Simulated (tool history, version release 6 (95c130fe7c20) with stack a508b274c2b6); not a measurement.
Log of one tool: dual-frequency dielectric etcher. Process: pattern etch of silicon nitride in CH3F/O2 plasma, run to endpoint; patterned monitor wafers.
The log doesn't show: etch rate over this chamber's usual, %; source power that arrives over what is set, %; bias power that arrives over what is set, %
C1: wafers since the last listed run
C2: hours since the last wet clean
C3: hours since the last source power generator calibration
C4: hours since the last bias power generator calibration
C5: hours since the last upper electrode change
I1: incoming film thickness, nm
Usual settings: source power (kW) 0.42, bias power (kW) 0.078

run 1 day=0 | source_power_(kW)=0.39 bias_power_(kW)=0.078 | C1=0 C2=294 C3=1370.7 C4=2296.6 C5=5044.3 | I1=66.3 | endpoint_time_(s)=83.4
run 2 day=1.304 | source_power_(kW)=0.39 bias_power_(kW)=0.078 | C1=302 C2=325.3 C3=1402 C4=2327.9 C5=5075.6 | I1=66.5 | endpoint_time_(s)=85.7
run 3 day=2.162 | source_power_(kW)=0.39 bias_power_(kW)=0.078 | C1=199 C2=345.9 C3=1422.6 C4=2348.5 C5=5096.2 | I1=66.6 | endpoint_time_(s)=86.2
run 4 day=3.196 | source_power_(kW)=0.42 bias_power_(kW)=0.078 | C1=239 C2=370.7 C3=1447.4 C4=2373.3 C5=5121 | I1=67.4 | endpoint_time_(s)=84.5
run 5 day=4.525 | source_power_(kW)=0.42 bias_power_(kW)=0.078 | C1=308 C2=402.6 C3=1479.3 C4=2405.2 C5=5152.9 | I1=67.3 | endpoint_time_(s)=84
-- day=6.696 upper electrode replaced
run 6 day=6.717 | source_power_(kW)=0.42 bias_power_(kW)=0.078 | C1=276 C2=455.2 C3=1531.9 C4=2457.8 C5=0.5 | I1=67 | endpoint_time_(s)=84.4
-- day=8.017 wet clean of the chamber
run 7 day=8.038 | source_power_(kW)=0.42 bias_power_(kW)=0.078 | C1=74 C2=0.5 C3=1563.6 C4=2489.5 C5=32.2 | I1=65.7 | endpoint_time_(s)=78.4
-- day=8.742 source power generator calibrated
run 8 day=8.758 | source_power_(kW)=0.48 bias_power_(kW)=0.067 | C1=128 C2=17.8 C3=0.4 C4=2506.8 C5=49.5 | I1=66.3 | endpoint_time_(s)=80.2
-- day=9.662 bias power generator calibrated
run 9 day=10.208 | source_power_(kW)=0.36 bias_power_(kW)=0.086 | C1=297 C2=52.6 C3=35.2 C4=13.1 C5=84.3 | I1=66.6 | endpoint_time_(s)=82.6
run 10 day=11.342 | source_power_(kW)=0.42 bias_power_(kW)=0.078 | C1=262 C2=79.8 C3=62.4 C4=40.3 C5=111.5 | I1=65.9 | endpoint_time_(s)=80.4
run 11 day=12.462 | source_power_(kW)=0.51 bias_power_(kW)=0.061 | C1=259 C2=106.7 C3=89.3 C4=67.2 C5=138.4 | I1=66.3 | endpoint_time_(s)=80.4
run 12 day=13.488 | source_power_(kW)=0.42 bias_power_(kW)=0.078 | C1=237 C2=131.3 C3=113.9 C4=91.8 C5=163 | I1=66.9 | endpoint_time_(s)=80.8

The next listed run, before its measurement:
run 13 day=14.179 | source_power_(kW)=0.34 bias_power_(kW)=0.094 | C1=160 C2=147.9 C3=130.5 C4=108.4 C5=179.6 | I1=66.9 | endpoint_time_(s)=?

Run 13 gave endpoint time (s) 82.5.
Without the tool's hidden state the same run would have given endpoint time (s) 81.6.

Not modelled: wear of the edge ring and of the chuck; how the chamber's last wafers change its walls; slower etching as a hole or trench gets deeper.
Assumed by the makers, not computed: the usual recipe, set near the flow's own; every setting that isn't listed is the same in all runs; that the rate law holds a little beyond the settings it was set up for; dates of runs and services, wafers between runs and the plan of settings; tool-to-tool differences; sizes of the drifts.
